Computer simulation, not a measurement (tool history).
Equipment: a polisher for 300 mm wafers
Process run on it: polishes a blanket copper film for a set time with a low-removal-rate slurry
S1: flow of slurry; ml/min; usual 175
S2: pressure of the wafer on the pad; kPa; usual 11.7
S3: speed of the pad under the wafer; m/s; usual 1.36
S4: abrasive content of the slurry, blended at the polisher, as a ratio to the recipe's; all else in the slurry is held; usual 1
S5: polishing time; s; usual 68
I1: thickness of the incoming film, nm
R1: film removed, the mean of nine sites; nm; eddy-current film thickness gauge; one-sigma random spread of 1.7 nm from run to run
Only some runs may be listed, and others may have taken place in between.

| run | hour | S1 | S2 | S3 | S4 | S5 | I1 | R1 |
|---|---|---|---|---|---|---|---|---|
| 1 | 0 | 155 | 11.7 | 1.58 | 1 | 68 | 1144.4 | 147.1 |
| 2 | 19.5 | 175 | 11.7 | 1.36 | 1 | 68 | 1148.2 | 127.5 |
|  | 43.5 | slurry blender recalibrated |
| 3 | 44 | 175 | 13.8 | 1.36 | 1 | 49 | 1159.1 | 108 |
| 4 | 77.7 | 175 | 13.8 | 1.36 | 1 | 49 | 1164.5 | 109.7 |
|  | 101.4 | worn pad replaced by a new one |
| 5 | 107.2 | 175 | 13.8 | 1.36 | 1 | 49 | 1156 | 108.4 |
| 6 | 129.6 | 175 | 13.1 | 1.36 | 1 | 68 | 1166.4 | 143.6 |
| 7 | 161.3 | 175 | 13.1 | 1.36 | 1 | 68 | 1150.7 | 140.9 |
|  | 171.2 | slurry nozzle cleaned |
| 8 | 186.2 | 175 | 11.7 | 1.62 | 1 | 68 | 1138.1 | 152.9 |
|  | 203.6 | worn pad replaced by a new one |
|  | 205.1 | head pressure recalibrated |
| 9 | 205.6 | 175 | 11.7 | 1.62 | 1 | 68 | 1130.8 | 174.6 |
| 10 | 223.8 | 175 | 11.7 | 1.62 | 1 | 68 | 1149 | 169.5 |
| 11 | 239.5 | 175 | 11.7 | 1.36 | 1 | 75 | 1134.6 | 160.6 |
| 12 | 265.4 | 175 | 11.7 | 1.36 | 1 | 75 | 1160.1 | 158 |
|  | 303.6 | worn pad replaced by a new one |
| 13 | 308.8 | 130 | 11.7 | 1.76 | 1 | 68 | 1125.2 | 176.1 |
| 14 | 322.4 | 175 | 11.7 | 1.68 | 1 | 68 | 1161.1 | 177.5 |
| 15 | 352.1 | 175 | 11.7 | 1.36 | 0.9 | 68 | 1152.9 | 135.2 |
| 16 | 372.4 | 230 | 11.7 | 1.66 | 0.75 | 55 | 1140.4 | 129.2 |

The next listed run, before its measurement:
|  | 402.8 | worn pad replaced by a new one |
| 17 | 403.3 | 175 | 11.7 | 1.36 | 1 | 68 | 1157.4 | ? |

R1: 140.3 nm
If the tool had no hidden condition, the same run with the same run-to-run variation would have returned R1 145.3 nm.
